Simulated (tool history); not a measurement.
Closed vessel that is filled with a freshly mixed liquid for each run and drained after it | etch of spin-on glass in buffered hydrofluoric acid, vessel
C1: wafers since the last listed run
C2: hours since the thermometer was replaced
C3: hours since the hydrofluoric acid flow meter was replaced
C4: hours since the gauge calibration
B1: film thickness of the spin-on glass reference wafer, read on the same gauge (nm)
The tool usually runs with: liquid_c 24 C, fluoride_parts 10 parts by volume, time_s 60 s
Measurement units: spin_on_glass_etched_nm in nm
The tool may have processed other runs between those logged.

run 1 hour=0 | liquid_c=24 fluoride_parts=10 time_s=60 | C1=0 C2=1388.5 C3=2324.1 C4=161 | B1=110.01 | spin_on_glass_etched_nm=177.99
run 2 hour=26.2 | liquid_c=24 fluoride_parts=10 time_s=60 | C1=2574 C2=1414.7 C3=2350.3 C4=187.2 | B1=110.02 | spin_on_glass_etched_nm=176.69
run 3 hour=57.4 | liquid_c=24 fluoride_parts=10 time_s=60 | C1=3065 C2=1445.9 C3=2381.5 C4=218.4 | B1=110.01 | spin_on_glass_etched_nm=176.44
run 4 hour=87.1 | liquid_c=24 fluoride_parts=10 time_s=60 | C1=2918 C2=1475.6 C3=2411.2 C4=248.1 | B1=110.02 | spin_on_glass_etched_nm=177.04
run 5 hour=103.9 | liquid_c=24 fluoride_parts=10 time_s=60 | C1=1650 C2=1492.4 C3=2428 C4=264.9 | B1=109.98 | spin_on_glass_etched_nm=176.31
run 6 hour=127.2 | liquid_c=24 fluoride_parts=10 time_s=60 | C1=2289 C2=1515.7 C3=2451.3 C4=288.2 | B1=109.97 | spin_on_glass_etched_nm=176
run 7 hour=145.5 | liquid_c=24 fluoride_parts=10 time_s=60 | C1=1798 C2=1534 C3=2469.6 C4=306.5 | B1=110 | spin_on_glass_etched_nm=176.45
run 8 hour=168 | liquid_c=24 fluoride_parts=10 time_s=60 | C1=2210 C2=1556.5 C3=2492.1 C4=329 | B1=110.01 | spin_on_glass_etched_nm=176.13
run 9 hour=184.5 | liquid_c=24 fluoride_parts=10 time_s=40 | C1=1621 C2=1573 C3=2508.6 C4=345.5 | B1=109.99 | spin_on_glass_etched_nm=117.86
run 10 hour=199 | liquid_c=26.5 fluoride_parts=10 time_s=60 | C1=1424 C2=1587.5 C3=2523.1 C4=360 | B1=110.01 | spin_on_glass_etched_nm=203.91
run 11 hour=223.8 | liquid_c=26.5 fluoride_parts=10 time_s=60 | C1=2436 C2=1612.3 C3=2547.9 C4=384.8 | B1=109.99 | spin_on_glass_etched_nm=202.35
run 12 hour=292.7 | liquid_c=26.5 fluoride_parts=10 time_s=60 | C1=6770 C2=1681.2 C3=2616.8 C4=453.7 | B1=110.01 | spin_on_glass_etched_nm=202.12
-- hour=301.4 gauge calibrated
run 13 hour=319.9 | liquid_c=24 fluoride_parts=10 time_s=60 | C1=2672 C2=1708.4 C3=2644 C4=18.5 | B1=109.99 | spin_on_glass_etched_nm=176.08
run 14 hour=333.5 | liquid_c=24 fluoride_parts=10 time_s=60 | C1=1336 C2=1722 C3=2657.6 C4=32.1 | B1=110.01 | spin_on_glass_etched_nm=176.88
run 15 hour=352.1 | liquid_c=24 fluoride_parts=10 time_s=60 | C1=1827 C2=1740.6 C3=2676.2 C4=50.7 | B1=110 | spin_on_glass_etched_nm=176.71
run 16 hour=369.4 | liquid_c=22 fluoride_parts=14 time_s=75 | C1=1699 C2=1757.9 C3=2693.5 C4=68 | B1=110 | spin_on_glass_etched_nm=141.87
run 17 hour=393.5 | liquid_c=28 fluoride_parts=11.5 time_s=85 | C1=2368 C2=1782 C3=2717.6 C4=92.1 | B1=110 | spin_on_glass_etched_nm=269.29
run 18 hour=413.6 | liquid_c=28.5 fluoride_parts=8 time_s=60 | C1=1975 C2=1802.1 C3=2737.7 C4=112.2 | B1=109.99 | spin_on_glass_etched_nm=271.31
run 19 hour=441.4 | liquid_c=29 fluoride_parts=10 time_s=85 | C1=2731 C2=1829.9 C3=2765.5 C4=140 | B1=110.02 | spin_on_glass_etched_nm=328.05
-- hour=450.9 hydrofluoric acid flow meter replaced
run 20 hour=460.5 | liquid_c=28 fluoride_parts=7 time_s=60 | C1=1778 C2=1849 C3=9.6 C4=159.1 | B1=110 | spin_on_glass_etched_nm=333.01
run 21 hour=479.4 | liquid_c=22.5 fluoride_parts=6.5 time_s=80 | C1=1857 C2=1867.9 C3=28.5 C4=178 | B1=110.02 | spin_on_glass_etched_nm=350.87
-- hour=485.7 thermometer replaced
run 22 hour=492.6 | liquid_c=21.5 fluoride_parts=8.5 time_s=60 | C1=1198 C2=6.9 C3=41.7 C4=191.2 | B1=109.99 | spin_on_glass_etched_nm=178.15
run 23 hour=504.8 | liquid_c=24 fluoride_parts=10 time_s=60 | C1=1198 C2=19.1 C3=53.9 C4=203.4 | B1=110.02 | spin_on_glass_etched_nm=179.36
run 24 hour=518 | liquid_c=26.5 fluoride_parts=7.5 time_s=35 | C1=1297 C2=32.3 C3=67.1 C4=216.6 | B1=109.98 | spin_on_glass_etched_nm=156.17
run 25 hour=547.3 | liquid_c=27 fluoride_parts=10 time_s=80 | C1=2879 C2=61.6 C3=96.4 C4=245.9 | B1=110.02 | spin_on_glass_etched_nm=281.01
run 26 hour=577.7 | liquid_c=20 fluoride_parts=7 time_s=45 | C1=2987 C2=92 C3=126.8 C4=276.3 | B1=109.99 | spin_on_glass_etched_nm=152.48
run 27 hour=600.6 | liquid_c=28 fluoride_parts=12.5 time_s=85 | C1=2250 C2=114.9 C3=149.7 C4=299.2 | B1=109.98 | spin_on_glass_etched_nm=252.74
run 28 hour=627.3 | liquid_c=24 fluoride_parts=10 time_s=60 | C1=2623 C2=141.6 C3=176.4 C4=325.9 | B1=110 | spin_on_glass_etched_nm=179.98
run 29 hour=648.7 | liquid_c=24 fluoride_parts=10 time_s=60 | C1=2102 C2=163 C3=197.8 C4=347.3 | B1=110.02 | spin_on_glass_etched_nm=179.94
run 30 hour=671.3 | liquid_c=22.5 fluoride_parts=10 time_s=60 | C1=2220 C2=185.6 C3=220.4 C4=369.9 | B1=109.96 | spin_on_glass_etched_nm=166.18
run 31 hour=685.3 | liquid_c=26.5 fluoride_parts=13 time_s=60 | C1=1375 C2=199.6 C3=234.4 C4=383.9 | B1=109.96 | spin_on_glass_etched_nm=159.72
run 32 hour=698.6 | liquid_c=24 fluoride_parts=10 time_s=95 | C1=1306 C2=212.9 C3=247.7 C4=397.2 | B1=110.04 | spin_on_glass_etched_nm=287.72
run 33 hour=748.4 | liquid_c=27 fluoride_parts=7.5 time_s=60 | C1=4893 C2=262.7 C3=297.5 C4=447 | B1=110.02 | spin_on_glass_etched_nm=274.04

4 ways to go on from here, each from the tool as it stands after run 33. What would each give?
run A hour=749.1 | liquid_c=24 fluoride_parts=14 time_s=60 | C1=68 C2=263.4 C3=298.2 C4=447.7 | B1=? | spin_on_glass_etched_nm=?
run B hour=749.1 | liquid_c=25.5 fluoride_parts=8 time_s=35 | C1=68 C2=263.4 C3=298.2 C4=447.7 | B1=? | spin_on_glass_etched_nm=?
run C hour=749.1 | liquid_c=19 fluoride_parts=8.5 time_s=75 | C1=68 C2=263.4 C3=298.2 C4=447.7 | B1=? | spin_on_glass_etched_nm=?
run D hour=749.1 | liquid_c=20 fluoride_parts=6.5 time_s=45 | C1=68 C2=263.4 C3=298.2 C4=447.7 | B1=? | spin_on_glass_etched_nm=?

run=A B1=110 spin_on_glass_etched_nm=130.28
run=B B1=110 spin_on_glass_etched_nm=138.72
run=C B1=110 spin_on_glass_etched_nm=194.61
run=D B1=110 spin_on_glass_etched_nm=163.26
The same runs, with their run-to-run variation unchanged, on a tool lacking any hidden condition would have given:
run=A spin_on_glass_etched_nm=131.49
run=B spin_on_glass_etched_nm=140.32
run=C spin_on_glass_etched_nm=196.77
run=D spin_on_glass_etched_nm=164.33
